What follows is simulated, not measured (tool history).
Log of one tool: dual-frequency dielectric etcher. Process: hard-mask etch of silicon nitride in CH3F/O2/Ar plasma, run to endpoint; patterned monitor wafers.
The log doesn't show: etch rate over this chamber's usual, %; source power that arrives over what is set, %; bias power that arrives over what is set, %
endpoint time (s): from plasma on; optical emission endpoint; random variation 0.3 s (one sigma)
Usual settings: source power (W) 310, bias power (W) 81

run     day  source power (W)  bias power (W)  wafers since the last listed run  hours since the last wet clean  hours since the last source power generator calibration  hours since the last bias power generator calibration  hours since the last upper electrode change  incoming incoming film thickness, nm  endpoint time (s)
  1       0               270              81                                 0                           306.6                                                   2395.5                                                 4440.2                                       1650.9                                 31.56               50.9
  2   0.342               270              81                                59                           314.8                                                   2403.7                                                 4448.4                                       1659.1                                 31.23                 50
  3   0.617               310              76                                48                           321.4                                                   2410.3                                                   4455                                       1665.7                                 31.43               50.1
  4   1.342               310              76                               126                           338.8                                                   2427.7                                                 4472.4                                       1683.1                                 30.91               49.1
  5   2.354               310              81                               177                           363.1                                                     2452                                                 4496.7                                       1707.4                                 31.31               48.3
  6   2.688               310              81                                58                           371.1                                                     2460                                                 4504.7                                       1715.4                                 31.35               49.3
  7   3.288               310              81                               105                           385.5                                                   2474.4                                                 4519.1                                       1729.8                                 31.16               48.5
  8   3.754               310              81                                81                           396.7                                                   2485.6                                                 4530.3                                         1741                                 31.15               48.5
  9   4.212               310              81                                80                           407.7                                                   2496.6                                                 4541.3                                         1752                                 31.12                 48
 10   6.004               310              81                               313                           450.7                                                   2539.6                                                 4584.3                                         1795                                 31.11               48.5
 11    6.65               310              81                               113                           466.2                                                   2555.1                                                 4599.8                                       1810.5                                 31.15               48.4
 12   7.262               290              81                               107                           480.9                                                   2569.8                                                 4614.5                                       1825.2                                 31.17               50.2
        8.5  -- upper electrode replaced
 13   8.521               290              81                                45                           511.1                                                     2600                                                 4644.7                                          0.5                                 31.54               50.9
 14   8.875               280              81                                61                           519.6                                                   2608.5                                                 4653.2                                            9                                 31.16               50.5
 15   9.138               340              63                                45                           525.9                                                   2614.8                                                 4659.5                                         15.3                                 30.86               53.2
      9.404  -- source power generator calibrated
     11.417  -- wet clean of the chamber
 16  11.438               390              87                               198                             0.5                                                     48.8                                                 4714.7                                         70.5                                 31.36               42.8
 17  11.662               260             100                                39                             5.9                                                     54.2                                                 4720.1                                         75.9                                 31.72               45.8
 18  12.383               260              64                               126                            23.2                                                     71.5                                                 4737.4                                         93.2                                  31.5               55.6
 19  12.738               240              98                                61                            31.7                                                       80                                                 4745.9                                        101.7                                 31.22               46.5
 20  13.388               310              81                               113                            47.3                                                     95.6                                                 4761.5                                        117.3                                 31.42               47.9
 21  13.642               310              89                                44                            53.4                                                    101.7                                                 4767.6                                        123.4                                 31.22               45.9
 22   14.35               310              81                               123                            70.4                                                    118.7                                                 4784.6                                        140.4                                 31.26                 48
      14.95  -- bias power generator calibrated
 23  14.971               370              63                                79                            85.3                                                    133.6                                                    0.5                                        155.3                                 31.32               49.8
 24  15.483               270              75                                89                            97.6                                                    145.9                                                   12.8                                        167.6                                 31.24               51.3
 25  16.708               310              81                               214                             127                                                    175.3                                                   42.2                                          197                                 31.42               47.7
 26  18.917               280              87                               386                             180                                                    228.3                                                   95.2                                          250                                 31.17               47.7
 27  19.983               310              81                               186                           205.6                                                    253.9                                                  120.8                                        275.6                                 31.24               48.3
 28  20.462               240              81                                83                           217.1                                                    265.4                                                  132.3                                        287.1                                 31.55                 52
 29  21.212               290              70                               131                           235.1                                                    283.4                                                  150.3                                        305.1                                  30.9               51.8
 30  21.729               350              98                                90                           247.5                                                    295.8                                                  162.7                                        317.5                                 31.41               43.5
 31  23.162               310              81                               250                           281.9                                                    330.2                                                  197.1                                        351.9                                 31.29               48.5
 32   23.75               270              70                               102                             296                                                    344.3                                                  211.2                                          366                                 31.23               54.2
 33  24.221               310              89                                82                           307.3                                                    355.6                                                  222.5                                        377.3                                 31.25               47.3
 34  24.821               310              81                               105                           321.7                                                      370                                                  236.9                                        391.7                                 31.25                 49
 35  25.375               260              66                                96                             335                                                    383.3                                                  250.2                                          405                                 31.22               56.8
 36  25.783               310              81                                71                           344.8                                                    393.1                                                    260                                        414.8                                 31.07               48.7

3 ways to go on from here, each from the tool as it stands after run 36. What would each give?
  A  25.8               310              68                                 2                           345.2                                                    393.5                                                  260.4                                        415.2                                 31.18                  ?
  B  25.8               310              69                                 2                           345.2                                                    393.5                                                  260.4                                        415.2                                 31.18                  ?
  C  25.8               260              99                                 2                           345.2                                                    393.5                                                  260.4                                        415.2                                 31.18                  ?

run  endpoint time (s)
  A               52.3
  B                 52
  C                 47
Without the tool's hidden state the same runs would have given:
run  endpoint time (s)
  A               50.2
  B               49.9
  C                 45
